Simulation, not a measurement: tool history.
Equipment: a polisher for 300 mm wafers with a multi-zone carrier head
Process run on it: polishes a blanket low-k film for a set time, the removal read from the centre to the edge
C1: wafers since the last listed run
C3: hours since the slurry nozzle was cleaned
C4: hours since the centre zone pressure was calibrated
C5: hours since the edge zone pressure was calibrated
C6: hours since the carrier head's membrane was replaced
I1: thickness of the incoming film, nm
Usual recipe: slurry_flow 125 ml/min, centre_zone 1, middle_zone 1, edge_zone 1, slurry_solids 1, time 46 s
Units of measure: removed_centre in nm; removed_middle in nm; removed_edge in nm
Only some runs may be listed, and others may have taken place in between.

{"run": 1, "hour": 0.0, "slurry_flow": 125, "centre_zone": 1, "middle_zone": 1, "edge_zone": 1, "slurry_solids": 1, "time": 46, "C1": 0, "wafers polished on this pad": 270, "C3": 269.2, "C4": 552.1, "C5": 313.8, "C6": 787.9, "I1": 396.9, "removed_centre": 15.1, "removed_middle": 15.7, "removed_edge": 15.5}
{"run": 2, "hour": 8.5, "slurry_flow": 125, "centre_zone": 1, "middle_zone": 1, "edge_zone": 1, "slurry_solids": 1, "time": 46, "C1": 61, "wafers polished on this pad": 331, "C3": 277.7, "C4": 560.6, "C5": 322.3, "C6": 796.4, "I1": 397.4, "removed_centre": 15.2, "removed_middle": 15.3, "removed_edge": 15.5}
{"run": 3, "hour": 23.5, "slurry_flow": 125, "centre_zone": 1, "middle_zone": 1, "edge_zone": 1, "slurry_solids": 1, "time": 46, "C1": 107, "wafers polished on this pad": 439, "C3": 292.7, "C4": 575.6, "C5": 337.3, "C6": 811.4, "I1": 406.3, "removed_centre": 15.2, "removed_middle": 15.3, "removed_edge": 15.6}
{"run": 4, "hour": 39.5, "slurry_flow": 125, "centre_zone": 1, "middle_zone": 0.93, "edge_zone": 1, "slurry_solids": 1, "time": 46, "C1": 115, "wafers polished on this pad": 554, "C3": 308.7, "C4": 591.6, "C5": 353.3, "C6": 827.4, "I1": 399.8, "removed_centre": 15.1, "removed_middle": 14.3, "removed_edge": 15.2}
{"run": 5, "hour": 45.6, "slurry_flow": 125, "centre_zone": 1, "middle_zone": 0.93, "edge_zone": 1, "slurry_solids": 1, "time": 46, "C1": 43, "wafers polished on this pad": 598, "C3": 314.8, "C4": 597.7, "C5": 359.4, "C6": 833.5, "I1": 397.8, "removed_centre": 15.2, "removed_middle": 14.3, "removed_edge": 15.1}
{"run": 6, "hour": 61.7, "slurry_flow": 125, "centre_zone": 1, "middle_zone": 1, "edge_zone": 1, "slurry_solids": 1, "time": 46, "C1": 115, "wafers polished on this pad": 714, "C3": 330.9, "C4": 613.8, "C5": 375.5, "C6": 849.6, "I1": 400.4, "removed_centre": 15.2, "removed_middle": 15.1, "removed_edge": 15.2}
{"run": 7, "hour": 72.5, "slurry_flow": 125, "centre_zone": 1, "middle_zone": 1, "edge_zone": 1, "slurry_solids": 1, "time": 46, "C1": 77, "wafers polished on this pad": 791, "C3": 341.7, "C4": 624.6, "C5": 386.3, "C6": 860.4, "I1": 405.4, "removed_centre": 15.3, "removed_middle": 15.3, "removed_edge": 15.2}
{"run": 8, "hour": 81.3, "slurry_flow": 125, "centre_zone": 1, "middle_zone": 1, "edge_zone": 1, "slurry_solids": 1, "time": 46, "C1": 63, "wafers polished on this pad": 854, "C3": 350.5, "C4": 633.4, "C5": 395.1, "C6": 869.2, "I1": 397.7, "removed_centre": 14.8, "removed_middle": 15.3, "removed_edge": 15.3}
{"run": 9, "hour": 92.9, "slurry_flow": 125, "centre_zone": 1, "middle_zone": 1, "edge_zone": 1, "slurry_solids": 1, "time": 46, "C1": 83, "wafers polished on this pad": 938, "C3": 362.1, "C4": 645, "C5": 406.7, "C6": 880.8, "I1": 393.5, "removed_centre": 15.1, "removed_middle": 15.2, "removed_edge": 15.3}
{"hour": 107.1, "done": "edge zone pressure recalibrated"}
{"run": 10, "hour": 109.0, "slurry_flow": 125, "centre_zone": 1, "middle_zone": 1, "edge_zone": 1, "slurry_solids": 1, "time": 46, "C1": 101, "wafers polished on this pad": 1039, "C3": 378.2, "C4": 661.1, "C5": 1.9, "C6": 896.9, "I1": 399.9, "removed_centre": 14.9, "removed_middle": 15.3, "removed_edge": 15.3}
{"run": 11, "hour": 121.7, "slurry_flow": 115, "centre_zone": 1, "middle_zone": 1.05, "edge_zone": 1, "slurry_solids": 0.7, "time": 35, "C1": 91, "wafers polished on this pad": 1131, "C3": 390.9, "C4": 673.8, "C5": 14.6, "C6": 909.6, "I1": 393.3, "removed_centre": 8.6, "removed_middle": 9.1, "removed_edge": 8.8}
{"hour": 128.3, "done": "centre zone pressure recalibrated"}
{"hour": 134.7, "done": "worn pad replaced by a new one, of another model than before"}
{"run": 12, "hour": 139.2, "slurry_flow": 125, "centre_zone": 1, "middle_zone": 1, "edge_zone": 1, "slurry_solids": 1, "time": 46, "C1": 82, "wafers polished on this pad": 32, "C3": 408.4, "C4": 10.9, "C5": 32.1, "C6": 927.1, "I1": 398.3, "removed_centre": 15.6, "removed_middle": 16.3, "removed_edge": 15.8}
{"run": 13, "hour": 154.8, "slurry_flow": 140, "centre_zone": 1, "middle_zone": 1, "edge_zone": 1, "slurry_solids": 1.15, "time": 46, "C1": 112, "wafers polished on this pad": 144, "C3": 424, "C4": 26.5, "C5": 47.7, "C6": 942.7, "I1": 403.9, "removed_centre": 17.1, "removed_middle": 16.8, "removed_edge": 17.2}
{"run": 14, "hour": 168.6, "slurry_flow": 125, "centre_zone": 1, "middle_zone": 1, "edge_zone": 1, "slurry_solids": 1, "time": 46, "C1": 99, "wafers polished on this pad": 244, "C3": 437.8, "C4": 40.3, "C5": 61.5, "C6": 956.5, "I1": 398, "removed_centre": 15.3, "removed_middle": 15.6, "removed_edge": 15.8}
{"run": 15, "hour": 175.5, "slurry_flow": 125, "centre_zone": 1, "middle_zone": 1, "edge_zone": 1, "slurry_solids": 1, "time": 40, "C1": 49, "wafers polished on this pad": 293, "C3": 444.7, "C4": 47.2, "C5": 68.4, "C6": 963.4, "I1": 395.9, "removed_centre": 13.2, "removed_middle": 13.6, "removed_edge": 13.8}
{"hour": 183.1, "done": "slurry nozzle cleaned"}
{"hour": 188.3, "done": "carrier head's membrane replaced by a new one"}
{"run": 16, "hour": 188.8, "slurry_flow": 125, "centre_zone": 1, "middle_zone": 1, "edge_zone": 1, "slurry_solids": 1, "time": 46, "C1": 52, "wafers polished on this pad": 346, "C3": 5.7, "C4": 60.5, "C5": 81.7, "C6": 0.5, "I1": 404.9, "removed_centre": 15.4, "removed_middle": 15.7, "removed_edge": 15.7}
{"run": 17, "hour": 196.3, "slurry_flow": 145, "centre_zone": 1, "middle_zone": 1, "edge_zone": 1.09, "slurry_solids": 1, "time": 41, "C1": 53, "wafers polished on this pad": 400, "C3": 13.2, "C4": 68, "C5": 89.2, "C6": 8, "I1": 403.4, "removed_centre": 13.9, "removed_middle": 13.9, "removed_edge": 14.6}
{"run": 18, "hour": 207.7, "slurry_flow": 125, "centre_zone": 1, "middle_zone": 0.94, "edge_zone": 1.03, "slurry_solids": 1, "time": 46, "C1": 81, "wafers polished on this pad": 482, "C3": 24.6, "C4": 79.4, "C5": 100.6, "C6": 19.4, "I1": 402.6, "removed_centre": 15.1, "removed_middle": 14.8, "removed_edge": 15.6}
{"run": 19, "hour": 222.9, "slurry_flow": 125, "centre_zone": 1, "middle_zone": 1.07, "edge_zone": 1, "slurry_solids": 1, "time": 46, "C1": 109, "wafers polished on this pad": 591, "C3": 39.8, "C4": 94.6, "C5": 115.8, "C6": 34.6, "I1": 399.1, "removed_centre": 15.3, "removed_middle": 16.2, "removed_edge": 15.5}

What does the tool deliver on the next run?
{"run": 20, "hour": 239.4, "slurry_flow": 125, "centre_zone": 1, "middle_zone": 1, "edge_zone": 0.94, "slurry_solids": 1, "time": 53, "C1": 118, "wafers polished on this pad": 709, "C3": 56.3, "C4": 111.1, "C5": 132.3, "C6": 51.1, "I1": 395.6, "removed_centre": "?", "removed_middle": "?", "removed_edge": "?"}

{"run 20": {"removed_centre": 17.4, "removed_middle": 17.5, "removed_edge": 17.2}}
Were there no unlogged condition in the tool, this run, its random variation unchanged, would have produced removed_centre 18.1 nm, removed_middle 18.3 nm, removed_edge 17.9 nm.
